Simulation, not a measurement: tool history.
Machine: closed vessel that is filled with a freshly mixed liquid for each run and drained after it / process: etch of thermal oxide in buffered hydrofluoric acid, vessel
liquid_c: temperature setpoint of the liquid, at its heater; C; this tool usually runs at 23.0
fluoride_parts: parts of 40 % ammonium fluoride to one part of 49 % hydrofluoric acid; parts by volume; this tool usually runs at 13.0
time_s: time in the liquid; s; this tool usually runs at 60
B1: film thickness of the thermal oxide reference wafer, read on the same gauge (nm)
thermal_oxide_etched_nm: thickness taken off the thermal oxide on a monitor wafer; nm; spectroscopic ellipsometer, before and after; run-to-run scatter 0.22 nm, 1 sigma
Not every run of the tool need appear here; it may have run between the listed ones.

Run 1, hour 0.0: usual settings; B1 140.01. Result: thermal_oxide_etched_nm 50.44 nm.
Run 2, hour 47.2: usual settings; B1 140.01. Result: thermal_oxide_etched_nm 51.01 nm.
Run 3, hour 199.3: usual settings; B1 140.00. Result: thermal_oxide_etched_nm 51.26 nm.
Run 4, hour 320.3: usual settings but time_s 70 s; B1 140.03. Result: thermal_oxide_etched_nm 60.21 nm.
Run 5, hour 360.2: usual settings but time_s 70 s; B1 139.98. Result: thermal_oxide_etched_nm 60.17 nm.
Run 6, hour 406.5: usual settings but time_s 70 s; B1 139.97. Result: thermal_oxide_etched_nm 60.40 nm.
Run 7, hour 436.7: usual settings; B1 140.01. Result: thermal_oxide_etched_nm 51.75 nm.
Run 8, hour 480.9: usual settings; B1 139.98. Result: thermal_oxide_etched_nm 51.70 nm.
Run 9, hour 523.8: usual settings; B1 140.00. Result: thermal_oxide_etched_nm 52.04 nm.
Run 10, hour 581.9: usual settings but liquid_c 19.5 C; B1 140.00. Result: thermal_oxide_etched_nm 42.86 nm.
Run 11, hour 648.7: usual settings but liquid_c 26.5 C, fluoride_parts 11.0 parts by volume, time_s 90 s; B1 140.00. Result: thermal_oxide_etched_nm 110.95 nm.
Run 12, hour 687.6: usual settings but liquid_c 21.5 C, fluoride_parts 17.0 parts by volume; B1 139.98. Result: thermal_oxide_etched_nm 38.47 nm.
Run 13, hour 720.9: usual settings; B1 139.99. Result: thermal_oxide_etched_nm 54.25 nm.
Run 14, hour 789.6: usual settings but liquid_c 20.0 C, fluoride_parts 15.0 parts by volume, time_s 85 s; B1 140.00. Result: thermal_oxide_etched_nm 57.19 nm.
Run 15, hour 833.5: usual settings but liquid_c 18.5 C, fluoride_parts 9.0 parts by volume; B1 140.00. Result: thermal_oxide_etched_nm 58.69 nm.
Run 16, hour 862.4: usual settings; B1 140.01. Result: thermal_oxide_etched_nm 54.64 nm.
Run 17, hour 889.8: usual settings but liquid_c 26.0 C, fluoride_parts 16.0 parts by volume; B1 139.99. Result: thermal_oxide_etched_nm 52.33 nm.
Run 18, hour 961.1: usual settings but liquid_c 27.5 C, fluoride_parts 8.0 parts by volume, time_s 30 s; B1 139.99. Result: thermal_oxide_etched_nm 49.23 nm.
Run 19, hour 995.8: usual settings but liquid_c 27.5 C, time_s 45 s; B1 140.02. Result: thermal_oxide_etched_nm 47.32 nm.
Run 20, hour 1036.2: usual settings but liquid_c 20.5 C, fluoride_parts 14.5 parts by volume; B1 140.01. Result: thermal_oxide_etched_nm 38.58 nm.
Run 21, hour 1087.7: usual settings; B1 140.00. Result: thermal_oxide_etched_nm 49.81 nm.

Taken out of this log: 4 entries between the listed runs. Where each belongs, and how the hidden state differs across it:
From run 6 to run 7: hydrofluoric acid flow meter replaced (hour 417.7)
  liquid hotter than its thermometer reads (K): 0.851 -> 0.874
  what was measured, less what the result would be without the hidden state, thermal_oxide_etched_nm: +2.75 -> +2.40 nm
From run 11 to run 12: gauge calibrated (hour 656.9); thermometer replaced (hour 675.6)
  liquid hotter than its thermometer reads (K): 1.04 -> 1.76
  what was measured, less what the result would be without the hidden state, thermal_oxide_etched_nm: +6.00 -> +3.57 nm
From run 17 to run 18: thermometer replaced, repeated, since the last time left the tool worse (hour 922.7)
  liquid hotter than its thermometer reads (K): 1.91 -> 0.0674
  what was measured, less what the result would be without the hidden state, thermal_oxide_etched_nm: +5.10 -> +0.18 nm

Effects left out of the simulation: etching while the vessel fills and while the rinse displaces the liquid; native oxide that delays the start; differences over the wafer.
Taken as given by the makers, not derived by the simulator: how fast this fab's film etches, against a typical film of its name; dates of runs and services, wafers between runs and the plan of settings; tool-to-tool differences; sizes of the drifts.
